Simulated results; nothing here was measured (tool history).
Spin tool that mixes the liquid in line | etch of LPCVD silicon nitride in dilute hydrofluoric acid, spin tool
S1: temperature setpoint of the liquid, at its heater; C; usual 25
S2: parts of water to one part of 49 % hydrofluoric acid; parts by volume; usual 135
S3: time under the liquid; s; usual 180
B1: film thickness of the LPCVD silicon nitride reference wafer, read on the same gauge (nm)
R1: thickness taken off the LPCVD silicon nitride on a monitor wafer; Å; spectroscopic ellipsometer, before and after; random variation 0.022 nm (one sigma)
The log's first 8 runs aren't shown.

{"run": 9, "hour": 103.5, "S1": 25, "S2": 135, "S3": 145, "B1": 50.057, "R1": 6.56}
{"run": 10, "hour": 117.2, "S1": 25, "S2": 165, "S3": 180, "B1": 50.018, "R1": 7.05}
{"run": 11, "hour": 131.8, "S1": 25, "S2": 135, "S3": 270, "B1": 49.995, "R1": 12.37}
{"run": 12, "hour": 138.0, "S1": 26.5, "S2": 135, "S3": 120, "B1": 50.006, "R1": 6.07}
{"run": 13, "hour": 150.3, "S1": 27, "S2": 90, "S3": 290, "B1": 50.007, "R1": 22.61}
{"hour": 150.5, "done": "gauge calibrated"}
{"hour": 154.0, "done": "hydrofluoric acid flow meter replaced"}
{"run": 14, "hour": 195.3, "S1": 29, "S2": 195, "S3": 180, "B1": 49.968, "R1": 7.32}
{"run": 15, "hour": 201.4, "S1": 25, "S2": 95, "S3": 75, "B1": 49.988, "R1": 4.58}
{"run": 16, "hour": 243.1, "S1": 25, "S2": 135, "S3": 180, "B1": 50.009, "R1": 8.36}

Run 17 comes next. What will it give?
{"run": 17, "hour": 260.1, "S1": 25, "S2": 170, "S3": 100, "B1": "?", "R1": "?"}

B1: 49.979
R1: 3.61 Å
Without the tool's hidden state the same run would have given R1 3.77 Å.
